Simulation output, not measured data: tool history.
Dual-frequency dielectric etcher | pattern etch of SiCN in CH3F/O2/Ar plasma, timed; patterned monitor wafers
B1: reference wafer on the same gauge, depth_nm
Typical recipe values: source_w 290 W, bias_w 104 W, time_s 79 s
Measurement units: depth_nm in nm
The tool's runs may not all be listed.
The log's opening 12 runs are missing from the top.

run 13 day=11.821 | source_w=290 bias_w=104 time_s=64 | B1=32.61 | depth_nm=25.02
run 14 day=13.625 | source_w=290 bias_w=104 time_s=64 | B1=32.61 | depth_nm=24.99
-- day=15.796 upper electrode replaced
run 15 day=15.817 | source_w=330 bias_w=104 time_s=101.5 | B1=32.59 | depth_nm=40.99
-- day=16.696 source power generator calibrated
-- day=16.908 wet clean of the chamber
run 16 day=16.929 | source_w=250 bias_w=122 time_s=58 | B1=32.61 | depth_nm=23.55
run 17 day=17.179 | source_w=260 bias_w=119 time_s=79 | B1=32.6 | depth_nm=32.07
run 18 day=18.471 | source_w=230 bias_w=104 time_s=79 | B1=32.6 | depth_nm=29.46
-- day=19.942 bias power generator calibrated
run 19 day=19.962 | source_w=290 bias_w=82 time_s=100.5 | B1=32.59 | depth_nm=36.5
run 20 day=20.846 | source_w=240 bias_w=120 time_s=99.5 | B1=32.6 | depth_nm=39.43
run 21 day=21.704 | source_w=350 bias_w=104 time_s=79 | B1=32.61 | depth_nm=32.93
run 22 day=22.283 | source_w=230 bias_w=129 time_s=93 | B1=32.6 | depth_nm=37.44

Predict the results of run 23:
-- day=22.304 gauge calibrated
run 23 day=23.025 | source_w=290 bias_w=104 time_s=95.5 | B1=? | depth_nm=?

For run 23 the tool returned B1 32.59, depth_nm 37.71 nm.
Without the tool's hidden state the same run would have given depth_nm 38.03 nm.
